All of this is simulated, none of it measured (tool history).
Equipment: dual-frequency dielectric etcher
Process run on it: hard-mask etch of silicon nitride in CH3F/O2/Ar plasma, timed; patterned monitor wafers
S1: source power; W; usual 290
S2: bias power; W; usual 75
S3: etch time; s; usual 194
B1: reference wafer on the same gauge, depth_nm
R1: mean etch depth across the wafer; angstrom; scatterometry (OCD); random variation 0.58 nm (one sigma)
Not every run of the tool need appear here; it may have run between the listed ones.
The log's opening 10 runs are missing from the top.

run	hour	S1	S2	S3	B1	R1
11	466.1	290	58	194	103	1050
# hour 497.9: source power generator calibrated, repeated, since the last time left the tool worse
# hour 552.9: wet clean of the chamber
12	553.4	290	88	194	103.1	1264
# hour 568.8: gauge calibrated
13	576.9	290	75	194	103	1190
14	638.7	290	75	194	103	1191
15	688.7	290	92	168.5	103.1	1123
# hour 735: upper electrode replaced
16	735.9	240	87	163.5	103	951
17	787.9	290	75	194	103	1190
18	851.9	290	75	194	103.1	1196
19	904.3	290	75	194	103	1203
20	936.8	270	83	194	103	1192
21	969.9	250	75	194	103	1088
22	1033.1	230	81	252	103	1388
23	1057.6	310	65	242.5	103	1476
# hour 1093.4: wet clean of the chamber
24	1093.9	290	68	209.5	103	1258
25	1132.1	290	75	158	103.1	969
26	1162.1	340	67	171.5	103	1111
27	1216.4	230	75	194	103	1033
28	1259.1	220	83	150.5	103	805
29	1294.6	330	75	228	103	1516
30	1435.1	360	89	241	103	1787

Alternative continuations, all from the tool just after run 30; predict every row:
A	1435.6	290	75	194	?	?
B	1435.6	330	68	224.5	?	?
C	1435.6	240	80	148	?	?

run	B1	R1
A	103.1	1197
B	103.1	1441
C	103.1	830
What these runs would have given with no unlogged condition in the tool:
run	R1
A	1204
B	1449
C	834

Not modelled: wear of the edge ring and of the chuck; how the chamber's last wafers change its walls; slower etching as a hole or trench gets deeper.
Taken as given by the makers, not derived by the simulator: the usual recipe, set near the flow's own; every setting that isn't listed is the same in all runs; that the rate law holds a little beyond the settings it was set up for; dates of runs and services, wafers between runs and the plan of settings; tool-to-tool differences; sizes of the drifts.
